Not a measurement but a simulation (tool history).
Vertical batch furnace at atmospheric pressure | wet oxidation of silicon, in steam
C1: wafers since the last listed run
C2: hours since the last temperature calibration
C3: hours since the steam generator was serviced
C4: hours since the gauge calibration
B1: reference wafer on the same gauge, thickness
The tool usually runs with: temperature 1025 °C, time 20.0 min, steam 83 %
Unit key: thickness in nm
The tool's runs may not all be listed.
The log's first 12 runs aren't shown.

run 13 hour=145.4 | temperature=1013 time=20.0 steam=83 | C1=166 C2=3848.7 C3=3389.1 C4=511.6 | B1=224.15 | thickness=226.78
run 14 hour=156.5 | temperature=1025 time=20.0 steam=83 | C1=154 C2=3859.8 C3=3400.2 C4=522.7 | B1=223.84 | thickness=244.45
-- hour=168.4 gauge calibrated
run 15 hour=169.3 | temperature=1025 time=20.0 steam=83 | C1=177 C2=3872.6 C3=3413.0 C4=0.9 | B1=223.95 | thickness=245.13
run 16 hour=179.5 | temperature=1025 time=20.0 steam=83 | C1=141 C2=3882.8 C3=3423.2 C4=11.1 | B1=224.12 | thickness=244.71
run 17 hour=195.4 | temperature=1025 time=20.0 steam=83 | C1=220 C2=3898.7 C3=3439.1 C4=27.0 | B1=224.11 | thickness=244.88
run 18 hour=204.0 | temperature=1038 time=20.0 steam=83 | C1=119 C2=3907.3 C3=3447.7 C4=35.6 | B1=223.79 | thickness=265.27
run 19 hour=220.1 | temperature=1018 time=15.5 steam=83 | C1=223 C2=3923.4 C3=3463.8 C4=51.7 | B1=223.91 | thickness=197.93
run 20 hour=235.1 | temperature=1013 time=20.0 steam=83 | C1=208 C2=3938.4 C3=3478.8 C4=66.7 | B1=223.83 | thickness=226.65
run 21 hour=251.0 | temperature=1016 time=20.0 steam=83 | C1=220 C2=3954.3 C3=3494.7 C4=82.6 | B1=224.10 | thickness=230.12
run 22 hour=264.5 | temperature=1025 time=20.0 steam=83 | C1=187 C2=3967.8 C3=3508.2 C4=96.1 | B1=224.01 | thickness=245.52
-- hour=291.3 steam generator serviced
run 23 hour=291.8 | temperature=1025 time=11.5 steam=87 | C1=45 C2=3995.1 C3=0.5 C4=123.4 | B1=223.97 | thickness=185.95

The next listed run, before its measurement:
run 24 hour=295.1 | temperature=1014 time=16.5 steam=83 | C1=45 C2=3998.4 C3=3.8 C4=126.7 | B1=? | thickness=?

B1: 224.07
thickness: 212.26 nm
The same run, on a tool lacking any hidden state, would have yielded thickness 213.40 nm.
